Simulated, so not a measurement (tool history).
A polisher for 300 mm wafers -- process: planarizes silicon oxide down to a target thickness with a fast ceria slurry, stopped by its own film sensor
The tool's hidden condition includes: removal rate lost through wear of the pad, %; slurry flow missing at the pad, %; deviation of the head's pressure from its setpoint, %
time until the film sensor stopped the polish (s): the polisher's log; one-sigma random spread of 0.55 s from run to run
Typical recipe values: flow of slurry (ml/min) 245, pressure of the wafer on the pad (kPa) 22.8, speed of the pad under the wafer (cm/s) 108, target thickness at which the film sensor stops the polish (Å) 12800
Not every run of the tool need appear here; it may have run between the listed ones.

run	hour	flow of slurry (ml/min)	pressure of the wafer on the pad (kPa)	speed of the pad under the wafer (cm/s)	target thickness at which the film sensor stops the polish (Å)	wafers since the last listed run	wafers polished on this pad	hours since the slurry nozzle was cleaned	hours since the head pressure was calibrated	incoming thickness of the incoming film, nm	time until the film sensor stopped the polish (s)
1	0.0	245	22.8	108	14090	0	757	402.3	687.2	2046.9	29.9
2	22.0	245	22.8	108	14090	169	927	424.3	709.2	2011.5	29.4
3	56.7	245	22.8	108	14090	267	1195	459.0	743.9	2025.1	30.2
# hour 70.3: slurry nozzle cleaned
4	89.1	245	22.8	108	12800	242	1438	18.8	776.3	2005.5	36.3
5	112.6	245	22.8	108	12800	181	1619	42.3	799.8	2044.0	39.7
# hour 134.2: worn pad replaced by a new one
6	137.9	245	22.8	108	12800	164	28	67.6	825.1	2049.5	35.7
7	150.4	245	22.8	108	12800	96	125	80.1	837.6	2015.4	33.0
8	168.7	245	22.8	108	12800	141	266	98.4	855.9	1998.2	33.3
9	202.3	245	22.8	108	12800	259	526	132.0	889.5	2017.8	34.4
10	234.1	245	22.8	108	12800	245	771	163.8	921.3	2028.7	34.5
11	267.9	245	22.8	108	12800	260	1032	197.6	955.1	1986.1	33.1
12	297.2	245	22.8	108	12800	226	1258	226.9	984.4	2020.7	36.6
13	325.9	310	22.8	108	12800	221	1480	255.6	1013.1	2037.2	36.8
# hour 338.0: worn pad replaced by a new one
14	353.2	310	22.8	108	12800	179	117	282.9	1040.4	2032.3	33.9
15	386.2	245	22.8	108	12800	254	371	315.9	1073.4	2037.6	34.7
16	417.6	315	17.9	108	12800	242	614	347.3	1104.8	2038.1	44.6
17	431.9	315	22.8	108	15350	110	724	361.6	1119.1	1982.9	20.4
# hour 438.7: head pressure recalibrated
18	459.7	245	22.8	108	14180	199	923	389.4	21.0	2033.7	29.6
19	487.6	245	22.8	108	12800	215	1139	417.3	48.9	2014.1	35.2
20	512.8	200	22.8	96	10430	194	1333	442.5	74.1	2061.2	57.3
21	537.6	245	22.8	108	12800	191	1525	467.3	98.9	2012.4	37.2
22	565.0	245	22.8	138	13800	211	1737	494.7	126.3	2040.6	29.5
# hour 574.0: slurry nozzle cleaned
# hour 586.8: worn pad replaced by a new one
23	598.8	200	15.2	94	14630	222	92	24.8	160.1	2040.9	44.7
24	630.8	290	16.5	108	12800	247	339	56.8	192.1	1996.6	45.4
25	647.9	245	22.8	120	14830	132	471	73.9	209.2	2026.8	23.2
26	670.1	220	18.6	108	12800	171	643	96.1	231.4	1986.6	40.4
27	682.9	245	22.8	84	12800	98	742	108.9	244.2	2004.5	40.4
28	714.6	245	22.8	108	12800	244	986	140.6	275.9	2025.0	35.9
29	728.3	245	22.8	108	12800	105	1092	154.3	289.6	2024.1	37.0
30	755.6	270	15.2	98	13790	210	1303	181.6	316.9	2022.4	50.6
31	772.0	200	22.8	96	10430	126	1430	198.0	333.3	2042.6	56.0
32	795.7	245	29.0	108	12800	183	1613	221.7	357.0	2046.0	30.6
# hour 821.0: worn pad replaced by a new one
33	830.5	245	22.8	108	11590	237	73	256.5	391.8	2038.1	39.7
34	854.6	245	22.8	108	12800	186	259	280.6	415.9	1997.1	33.1
35	881.7	290	16.5	108	12800	209	468	307.7	443.0	2015.9	47.8
36	902.7	245	22.8	108	12800	162	630	328.7	464.0	1996.5	34.0
37	917.2	180	17.2	126	14630	111	742	343.2	478.5	2032.5	32.8

Hidden state, per run?
slurry flow missing at the pad, %: 0, the same for each run
deviation of the head's pressure from its setpoint, %: 0, the same for each run
H1: removal rate lost through wear of the pad, %
run	H1
1	2.99
2	4.21
3	6.66
4	9.49
5	11.9
6	0.743
7	0.806
8	1.04
9	1.93
10	3.29
11	5.31
12	7.54
13	10.1
14	1.13
15	1.66
16	2.69
17	3.32
18	4.85
19	6.79
20	8.88
21	11.3
22	14.2
23	0.642
24	1.1
25	1.56
26	2.38
27	2.97
28	4.78
29	5.73
30	7.9
31	9.38
32	11.8
33	1.13
34	1.4
35	2.05
36	2.81
37	3.47
